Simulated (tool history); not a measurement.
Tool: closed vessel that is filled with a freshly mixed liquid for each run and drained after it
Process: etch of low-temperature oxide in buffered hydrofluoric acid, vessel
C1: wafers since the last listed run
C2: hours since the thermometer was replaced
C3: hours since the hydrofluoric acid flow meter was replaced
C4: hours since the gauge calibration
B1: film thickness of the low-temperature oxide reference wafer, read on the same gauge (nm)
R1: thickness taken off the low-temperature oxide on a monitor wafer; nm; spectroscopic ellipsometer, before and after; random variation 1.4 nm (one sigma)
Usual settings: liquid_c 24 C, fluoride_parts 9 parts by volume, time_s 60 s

{"run": 1, "hour": 0.0, "liquid_c": 24, "fluoride_parts": 9, "time_s": 60, "C1": 0, "C2": 1008.1, "C3": 547, "C4": 770.4, "B1": 150.02, "R1": 164.72}
{"run": 2, "hour": 50.8, "liquid_c": 24, "fluoride_parts": 9, "time_s": 60, "C1": 6256, "C2": 1058.9, "C3": 597.8, "C4": 821.2, "B1": 150, "R1": 164.49}
{"run": 3, "hour": 84.8, "liquid_c": 24, "fluoride_parts": 9, "time_s": 60, "C1": 4187, "C2": 1092.9, "C3": 631.8, "C4": 855.2, "B1": 149.97, "R1": 162.92}
{"run": 4, "hour": 202.3, "liquid_c": 22, "fluoride_parts": 9, "time_s": 60, "C1": 14470, "C2": 1210.4, "C3": 749.3, "C4": 972.7, "B1": 149.98, "R1": 142.58}
{"run": 5, "hour": 253.6, "liquid_c": 22, "fluoride_parts": 9, "time_s": 60, "C1": 6317, "C2": 1261.7, "C3": 800.6, "C4": 1024, "B1": 149.99, "R1": 142.91}
{"run": 6, "hour": 298.1, "liquid_c": 22, "fluoride_parts": 9, "time_s": 60, "C1": 5480, "C2": 1306.2, "C3": 845.1, "C4": 1068.5, "B1": 150.03, "R1": 142.21}
{"run": 7, "hour": 322.2, "liquid_c": 24, "fluoride_parts": 9, "time_s": 60, "C1": 2967, "C2": 1330.3, "C3": 869.2, "C4": 1092.6, "B1": 149.99, "R1": 153.98}
{"run": 8, "hour": 374.9, "liquid_c": 24, "fluoride_parts": 9, "time_s": 60, "C1": 6490, "C2": 1383, "C3": 921.9, "C4": 1145.3, "B1": 150.02, "R1": 153.07}
{"hour": 400.9, "done": "hydrofluoric acid flow meter replaced"}
{"run": 9, "hour": 402.6, "liquid_c": 24, "fluoride_parts": 9, "time_s": 60, "C1": 3288, "C2": 1410.7, "C3": 1.7, "C4": 1173, "B1": 150.03, "R1": 167.68}
{"hour": 470.3, "done": "thermometer replaced"}
{"run": 10, "hour": 478.1, "liquid_c": 26.5, "fluoride_parts": 7, "time_s": 60, "C1": 9174, "C2": 7.8, "C3": 77.2, "C4": 1248.5, "B1": 149.98, "R1": 270.31}
{"run": 11, "hour": 531.6, "liquid_c": 24, "fluoride_parts": 9, "time_s": 60, "C1": 6588, "C2": 61.3, "C3": 130.7, "C4": 1302, "B1": 150.01, "R1": 178.57}
{"run": 12, "hour": 583.4, "liquid_c": 24, "fluoride_parts": 9, "time_s": 60, "C1": 6379, "C2": 113.1, "C3": 182.5, "C4": 1353.8, "B1": 150.02, "R1": 177.86}
{"run": 13, "hour": 625.2, "liquid_c": 24, "fluoride_parts": 9, "time_s": 60, "C1": 5147, "C2": 154.9, "C3": 224.3, "C4": 1395.6, "B1": 150.01, "R1": 177.06}
{"run": 14, "hour": 685.2, "liquid_c": 24, "fluoride_parts": 10, "time_s": 60, "C1": 7389, "C2": 214.9, "C3": 284.3, "C4": 1455.6, "B1": 150.02, "R1": 162.58}
{"run": 15, "hour": 750.1, "liquid_c": 22.5, "fluoride_parts": 9, "time_s": 30, "C1": 7992, "C2": 279.8, "C3": 349.2, "C4": 1520.5, "B1": 150.02, "R1": 80.6}
{"run": 16, "hour": 786.8, "liquid_c": 20.5, "fluoride_parts": 10, "time_s": 85, "C1": 4519, "C2": 316.5, "C3": 385.9, "C4": 1557.2, "B1": 149.98, "R1": 183.09}
{"hour": 787.9, "done": "gauge calibrated"}
{"run": 17, "hour": 828.8, "liquid_c": 24, "fluoride_parts": 9, "time_s": 60, "C1": 5172, "C2": 358.5, "C3": 427.9, "C4": 40.9, "B1": 149.99, "R1": 173.43}
{"run": 18, "hour": 888.9, "liquid_c": 20, "fluoride_parts": 12, "time_s": 80, "C1": 7401, "C2": 418.6, "C3": 488, "C4": 101, "B1": 149.97, "R1": 140.09}
{"run": 19, "hour": 949.0, "liquid_c": 24, "fluoride_parts": 9, "time_s": 60, "C1": 7401, "C2": 478.7, "C3": 548.1, "C4": 161.1, "B1": 150, "R1": 171.64}
{"run": 20, "hour": 1019.1, "liquid_c": 25.5, "fluoride_parts": 9, "time_s": 35, "C1": 8633, "C2": 548.8, "C3": 618.2, "C4": 231.2, "B1": 149.99, "R1": 105.38}
{"run": 21, "hour": 1087.8, "liquid_c": 24, "fluoride_parts": 9, "time_s": 60, "C1": 8460, "C2": 617.5, "C3": 686.9, "C4": 299.9, "B1": 150, "R1": 167.36}
{"run": 22, "hour": 1134.4, "liquid_c": 26, "fluoride_parts": 9, "time_s": 80, "C1": 5738, "C2": 664.1, "C3": 733.5, "C4": 346.5, "B1": 149.98, "R1": 244.66}
{"hour": 1149.4, "done": "hydrofluoric acid flow meter replaced"}
{"run": 23, "hour": 1202.0, "liquid_c": 24, "fluoride_parts": 7.5, "time_s": 85, "C1": 8202, "C2": 731.7, "C3": 52.6, "C4": 414.1, "B1": 150.02, "R1": 303.98}
{"run": 24, "hour": 1270.8, "liquid_c": 24, "fluoride_parts": 9, "time_s": 60, "C1": 8472, "C2": 800.5, "C3": 121.4, "C4": 482.9, "B1": 149.98, "R1": 173.98}
{"run": 25, "hour": 1319.7, "liquid_c": 24, "fluoride_parts": 9, "time_s": 60, "C1": 6022, "C2": 849.4, "C3": 170.3, "C4": 531.8, "B1": 150, "R1": 172.17}
{"run": 26, "hour": 1389.8, "liquid_c": 19, "fluoride_parts": 10.5, "time_s": 30, "C1": 8633, "C2": 919.5, "C3": 240.4, "C4": 601.9, "B1": 149.97, "R1": 56.69}
{"run": 27, "hour": 1451.7, "liquid_c": 28, "fluoride_parts": 9, "time_s": 60, "C1": 7623, "C2": 981.4, "C3": 302.3, "C4": 663.8, "B1": 150.01, "R1": 210.14}
{"run": 28, "hour": 1497.3, "liquid_c": 24, "fluoride_parts": 7.5, "time_s": 60, "C1": 5615, "C2": 1027, "C3": 347.9, "C4": 709.4, "B1": 149.96, "R1": 200.13}
{"run": 29, "hour": 1543.4, "liquid_c": 21, "fluoride_parts": 12, "time_s": 85, "C1": 5677, "C2": 1073.1, "C3": 394, "C4": 755.5, "B1": 150.01, "R1": 152.93}
{"run": 30, "hour": 1605.3, "liquid_c": 24, "fluoride_parts": 8, "time_s": 50, "C1": 7623, "C2": 1135, "C3": 455.9, "C4": 817.4, "B1": 150.02, "R1": 150.34}
{"run": 31, "hour": 1643.6, "liquid_c": 19.5, "fluoride_parts": 7, "time_s": 35, "C1": 4716, "C2": 1173.3, "C3": 494.2, "C4": 855.7, "B1": 149.99, "R1": 93.81}
{"run": 32, "hour": 1699.3, "liquid_c": 24, "fluoride_parts": 9, "time_s": 60, "C1": 6859, "C2": 1229, "C3": 549.9, "C4": 911.4, "B1": 149.99, "R1": 163.06}

Forecast each of these 4 alternatives for the next run:
{"run": "A", "hour": 1700.0, "liquid_c": 24, "fluoride_parts": 9, "time_s": 40, "C1": 86, "C2": 1229.7, "C3": 550.6, "C4": 912.1, "B1": "?", "R1": "?"}
{"run": "B", "hour": 1700.0, "liquid_c": 27.5, "fluoride_parts": 11, "time_s": 60, "C1": 86, "C2": 1229.7, "C3": 550.6, "C4": 912.1, "B1": "?", "R1": "?"}
{"run": "C", "hour": 1700.0, "liquid_c": 21, "fluoride_parts": 11.5, "time_s": 60, "C1": 86, "C2": 1229.7, "C3": 550.6, "C4": 912.1, "B1": "?", "R1": "?"}
{"run": "D", "hour": 1700.0, "liquid_c": 21.5, "fluoride_parts": 12, "time_s": 95, "C1": 86, "C2": 1229.7, "C3": 550.6, "C4": 912.1, "B1": "?", "R1": "?"}

run=A B1=149.99 R1=108.92
run=B B1=149.99 R1=164.26
run=C B1=149.99 R1=109.97
run=D B1=149.99 R1=171.76
Without the tool's hidden state the same runs would have given:
run=A R1=124.52
run=B R1=192.4
run=C R1=129.31
run=D R1=201.93

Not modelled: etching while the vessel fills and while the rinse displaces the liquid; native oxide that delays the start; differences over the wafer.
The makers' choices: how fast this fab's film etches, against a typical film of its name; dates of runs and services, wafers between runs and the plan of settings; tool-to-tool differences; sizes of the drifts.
